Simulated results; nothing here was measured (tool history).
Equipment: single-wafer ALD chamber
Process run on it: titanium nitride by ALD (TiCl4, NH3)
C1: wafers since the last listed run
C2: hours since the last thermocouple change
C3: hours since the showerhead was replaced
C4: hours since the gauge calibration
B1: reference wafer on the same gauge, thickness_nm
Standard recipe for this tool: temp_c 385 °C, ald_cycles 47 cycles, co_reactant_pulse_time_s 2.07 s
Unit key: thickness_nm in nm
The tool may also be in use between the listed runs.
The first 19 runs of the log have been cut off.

Run 20, hour 1510.9: usual settings; C1 387; C2 245.0; C3 4746.5; C4 2980.9; B1 1.151. Result: thickness_nm 0.992 nm.
Run 21, hour 1582.7: usual settings but co_reactant_pulse_time_s 2.54 s; C1 268; C2 316.8; C3 4818.3; C4 3052.7; B1 1.152. Result: thickness_nm 0.996 nm.
Run 22, hour 1650.3: usual settings but temp_c 389 °C, ald_cycles 40 cycles, co_reactant_pulse_time_s 1.77 s; C1 253; C2 384.4; C3 4885.9; C4 3120.3; B1 1.151. Result: thickness_nm 0.842 nm.
At hour 1658.1: gauge calibrated.
Run 23, hour 1736.1: usual settings but co_reactant_pulse_time_s 2.31 s; C1 321; C2 470.2; C3 4971.7; C4 78.0; B1 1.152. Result: thickness_nm 0.996 nm.
Run 24, hour 1824.3: usual settings but ald_cycles 38 cycles, co_reactant_pulse_time_s 1.58 s; C1 330; C2 558.4; C3 5059.9; C4 166.2; B1 1.152. Result: thickness_nm 0.792 nm.
Run 25, hour 1874.6: usual settings but ald_cycles 50 cycles; C1 188; C2 608.7; C3 5110.2; C4 216.5; B1 1.152. Result: thickness_nm 1.055 nm.
Run 26, hour 1927.7: usual settings but temp_c 378 °C; C1 198; C2 661.8; C3 5163.3; C4 269.6; B1 1.152. Result: thickness_nm 0.986 nm.
Run 27, hour 1968.0: usual settings but temp_c 377 °C, ald_cycles 53 cycles, co_reactant_pulse_time_s 2.87 s; C1 150; C2 702.1; C3 5203.6; C4 309.9; B1 1.152. Result: thickness_nm 1.124 nm.
Run 28, hour 2058.7: usual settings but ald_cycles 39 cycles, co_reactant_pulse_time_s 2.78 s; C1 339; C2 792.8; C3 5294.3; C4 400.6; B1 1.152. Result: thickness_nm 0.831 nm.
Run 29, hour 2130.3: usual settings but temp_c 374 °C, ald_cycles 45 cycles, co_reactant_pulse_time_s 1.73 s; C1 268; C2 864.4; C3 5365.9; C4 472.2; B1 1.152. Result: thickness_nm 0.935 nm.
Run 30, hour 2225.9: usual settings but ald_cycles 39 cycles, co_reactant_pulse_time_s 2.75 s; C1 358; C2 960.0; C3 5461.5; C4 567.8; B1 1.152. Result: thickness_nm 0.833 nm.
Run 31, hour 2327.8: usual settings; C1 381; C2 1061.9; C3 5563.4; C4 669.7; B1 1.152. Result: thickness_nm 0.989 nm.
At hour 2393.6: showerhead replaced.
Run 32, hour 2410.1: usual settings but temp_c 399 °C, ald_cycles 40 cycles, co_reactant_pulse_time_s 1.25 s; C1 278; C2 1144.2; C3 16.5; C4 752.0; B1 1.152. Result: thickness_nm 0.840 nm.
Run 33, hour 2451.3: usual settings; C1 154; C2 1185.4; C3 57.7; C4 793.2; B1 1.152. Result: thickness_nm 0.991 nm.
Run 34, hour 2528.2: usual settings but temp_c 389 °C; C1 287; C2 1262.3; C3 134.6; C4 870.1; B1 1.152. Result: thickness_nm 0.996 nm.
Run 35, hour 2614.0: usual settings but temp_c 377 °C; C1 321; C2 1348.1; C3 220.4; C4 955.9; B1 1.152. Result: thickness_nm 0.986 nm.
Run 36, hour 2711.3: usual settings but co_reactant_pulse_time_s 2.54 s; C1 364; C2 1445.4; C3 317.7; C4 1053.2; B1 1.152. Result: thickness_nm 0.999 nm.
Run 37, hour 2812.6: usual settings but temp_c 375 °C; C1 379; C2 1546.7; C3 419.0; C4 1154.5; B1 1.152. Result: thickness_nm 0.985 nm.
Run 38, hour 2883.0: usual settings but ald_cycles 50 cycles, co_reactant_pulse_time_s 1.60 s; C1 263; C2 1617.1; C3 489.4; C4 1224.9; B1 1.152. Result: thickness_nm 1.047 nm.
Run 39, hour 2974.0: usual settings but temp_c 391 °C; C1 340; C2 1708.1; C3 580.4; C4 1315.9; B1 1.152. Result: thickness_nm 0.995 nm.
Run 40, hour 3070.2: usual settings but temp_c 380 °C; C1 360; C2 1804.3; C3 676.6; C4 1412.1; B1 1.152. Result: thickness_nm 0.988 nm.

Consider 4 possible next runs. They are alternatives, not a sequence: every one starts from the tool as it was left by run 40. What does each give?
Run A, hour 3070.7: usual settings but co_reactant_pulse_time_s 2.77 s; C1 1; C2 1804.8; C3 677.1; C4 1412.6; B1 ?. Result: thickness_nm ?.
Run B, hour 3070.7: usual settings but temp_c 395 °C, ald_cycles 38 cycles, co_reactant_pulse_time_s 1.68 s; C1 1; C2 1804.8; C3 677.1; C4 1412.6; B1 ?. Result: thickness_nm ?.
Run C, hour 3070.7: usual settings but ald_cycles 38 cycles; C1 1; C2 1804.8; C3 677.1; C4 1412.6; B1 ?. Result: thickness_nm ?.
Run D, hour 3070.7: usual settings but temp_c 389 °C, ald_cycles 43 cycles, co_reactant_pulse_time_s 2.83 s; C1 1; C2 1804.8; C3 677.1; C4 1412.6; B1 ?. Result: thickness_nm ?.

run     B1  thickness_nm
  A  1.152         1.007
  B  1.152         0.807
  C  1.152         0.806
  D  1.152         0.925
Without the tool's hidden state the same runs would have given:
run  thickness_nm
  A         1.007
  B         0.807
  C         0.806
  D         0.925
